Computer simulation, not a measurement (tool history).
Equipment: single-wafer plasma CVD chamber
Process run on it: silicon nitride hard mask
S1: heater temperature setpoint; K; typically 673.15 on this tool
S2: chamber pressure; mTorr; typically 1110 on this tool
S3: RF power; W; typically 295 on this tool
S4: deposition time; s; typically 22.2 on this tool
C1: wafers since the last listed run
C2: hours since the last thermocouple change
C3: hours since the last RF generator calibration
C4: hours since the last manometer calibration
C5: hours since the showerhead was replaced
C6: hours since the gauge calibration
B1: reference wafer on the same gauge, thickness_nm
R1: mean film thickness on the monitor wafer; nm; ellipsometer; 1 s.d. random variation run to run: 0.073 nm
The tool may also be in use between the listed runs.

| run | hour | S1 | S2 | S3 | S4 | C1 | C2 | C3 | C4 | C5 | C6 | B1 | R1 |
|---|---|---|---|---|---|---|---|---|---|---|---|---|---|
| 1 | 0.0 | 673.15 | 1110 | 295 | 22.2 | 0 | 752.5 | 2152.0 | 787.5 | 4267.0 | 141.5 | 25.291 | 22.043 |
| 2 | 13.4 | 673.15 | 1110 | 295 | 22.2 | 238 | 765.9 | 2165.4 | 800.9 | 4280.4 | 154.9 | 25.302 | 21.961 |
| 3 | 30.4 | 673.15 | 1110 | 295 | 22.2 | 302 | 782.9 | 2182.4 | 817.9 | 4297.4 | 171.9 | 25.308 | 21.951 |
| 4 | 46.7 | 673.15 | 1110 | 295 | 22.2 | 290 | 799.2 | 2198.7 | 834.2 | 4313.7 | 188.2 | 25.317 | 22.008 |
| 5 | 61.3 | 673.15 | 1110 | 295 | 22.2 | 259 | 813.8 | 2213.3 | 848.8 | 4328.3 | 202.8 | 25.312 | 21.946 |
| 6 | 75.1 | 673.15 | 1110 | 295 | 22.2 | 245 | 827.6 | 2227.1 | 862.6 | 4342.1 | 216.6 | 25.303 | 21.990 |
| 7 | 84.4 | 673.15 | 1110 | 295 | 22.2 | 165 | 836.9 | 2236.4 | 871.9 | 4351.4 | 225.9 | 25.273 | 22.038 |
| 8 | 102.4 | 673.15 | 1110 | 295 | 22.2 | 320 | 854.9 | 2254.4 | 889.9 | 4369.4 | 243.9 | 25.294 | 21.927 |
| 9 | 112.2 | 673.15 | 1110 | 295 | 22.2 | 174 | 864.7 | 2264.2 | 899.7 | 4379.2 | 253.7 | 25.299 | 21.970 |
| 10 | 119.3 | 673.15 | 1110 | 295 | 22.2 | 126 | 871.8 | 2271.3 | 906.8 | 4386.3 | 260.8 | 25.293 | 22.076 |
| 11 | 135.3 | 673.15 | 970 | 295 | 22.2 | 284 | 887.8 | 2287.3 | 922.8 | 4402.3 | 276.8 | 25.294 | 20.890 |
| 12 | 142.4 | 673.15 | 970 | 295 | 22.2 | 126 | 894.9 | 2294.4 | 929.9 | 4409.4 | 283.9 | 25.272 | 20.768 |
| 13 | 155.2 | 673.15 | 950 | 295 | 22.2 | 227 | 907.7 | 2307.2 | 942.7 | 4422.2 | 296.7 | 25.315 | 20.589 |
|  | 170.6 | RF generator calibrated |
| 14 | 172.5 | 673.15 | 950 | 295 | 22.2 | 165 | 925.0 | 1.9 | 960.0 | 4439.5 | 314.0 | 25.283 | 20.609 |
| 15 | 189.6 | 663.15 | 1110 | 295 | 26.0 | 304 | 942.1 | 19.0 | 977.1 | 4456.6 | 331.1 | 25.285 | 25.657 |
| 16 | 200.5 | 681.15 | 1110 | 265 | 22.2 | 194 | 953.0 | 29.9 | 988.0 | 4467.5 | 342.0 | 25.289 | 19.860 |
| 17 | 209.0 | 673.15 | 1110 | 295 | 22.2 | 151 | 961.5 | 38.4 | 996.5 | 4476.0 | 350.5 | 25.323 | 22.075 |
|  | 219.1 | thermocouple changed; heater temperature recalibrated |
| 18 | 224.5 | 673.15 | 1110 | 295 | 26.0 | 133 | 5.4 | 53.9 | 1012.0 | 4491.5 | 366.0 | 25.292 | 25.562 |
| 19 | 239.0 | 673.15 | 890 | 265 | 25.4 | 258 | 19.9 | 68.4 | 1026.5 | 4506.0 | 380.5 | 25.310 | 20.573 |
| 20 | 249.5 | 673.15 | 1110 | 295 | 22.2 | 186 | 30.4 | 78.9 | 1037.0 | 4516.5 | 391.0 | 25.328 | 21.908 |
|  | 271.3 | showerhead replaced |
|  | 297.1 | capacitance manometer re-zeroed and calibrated |
| 21 | 297.6 | 673.15 | 1110 | 295 | 22.2 | 571 | 78.5 | 127.0 | 0.5 | 26.3 | 439.1 | 25.308 | 22.329 |
|  | 300.3 | gauge calibrated |
| 22 | 319.1 | 684.15 | 930 | 295 | 25.9 | 382 | 100.0 | 148.5 | 22.0 | 47.8 | 18.8 | 25.312 | 24.118 |
| 23 | 326.5 | 673.15 | 1110 | 265 | 22.2 | 131 | 107.4 | 155.9 | 29.4 | 55.2 | 26.2 | 25.310 | 20.268 |
| 24 | 353.6 | 687.15 | 900 | 295 | 19.2 | 482 | 134.5 | 183.0 | 56.5 | 82.3 | 53.3 | 25.311 | 17.529 |
| 25 | 366.0 | 673.15 | 1390 | 295 | 22.2 | 220 | 146.9 | 195.4 | 68.9 | 94.7 | 65.7 | 25.311 | 24.236 |
| 26 | 379.4 | 673.15 | 1110 | 245 | 22.2 | 238 | 160.3 | 208.8 | 82.3 | 108.1 | 79.1 | 25.302 | 18.749 |
| 27 | 386.3 | 673.15 | 1110 | 325 | 22.2 | 122 | 167.2 | 215.7 | 89.2 | 115.0 | 86.0 | 25.301 | 24.122 |
| 28 | 398.7 | 683.15 | 850 | 295 | 23.6 | 220 | 179.6 | 228.1 | 101.6 | 127.4 | 98.4 | 25.275 | 20.955 |
| 29 | 415.3 | 680.15 | 1320 | 325 | 20.6 | 295 | 196.2 | 244.7 | 118.2 | 144.0 | 115.0 | 25.293 | 23.766 |
| 30 | 428.6 | 673.15 | 1110 | 295 | 18.7 | 236 | 209.5 | 258.0 | 131.5 | 157.3 | 128.3 | 25.293 | 18.718 |

Hidden condition of the tool, last listed run before each entry between runs versus first listed run after:
Logged between run 13 and run 14: RF generator calibrated (hour 170.6)
  true pressure above the setpoint (%): -5.43 -> -5.46
  difference, measured minus the result without the unlogged condition, R1: -0.531 -> -0.535 nm
Logged between run 17 and run 18: thermocouple changed; heater temperature recalibrated (hour 219.1)
  true pressure above the setpoint (%): -5.53 -> -5.55
  difference, measured minus the result without the unlogged condition, R1: -0.515 -> -0.599 nm
Logged between run 20 and run 21: showerhead replaced (hour 271.3); capacitance manometer re-zeroed and calibrated (hour 297.1)
  true pressure above the setpoint (%): -5.59 -> -1.01
  difference, measured minus the result without the unlogged condition, R1: -0.518 -> -0.092 nm
Logged between run 21 and run 22: gauge calibrated (hour 300.3)
  true pressure above the setpoint (%): -1.01 -> -1.46
  difference, measured minus the result without the unlogged condition, R1: -0.092 -> -0.162 nm
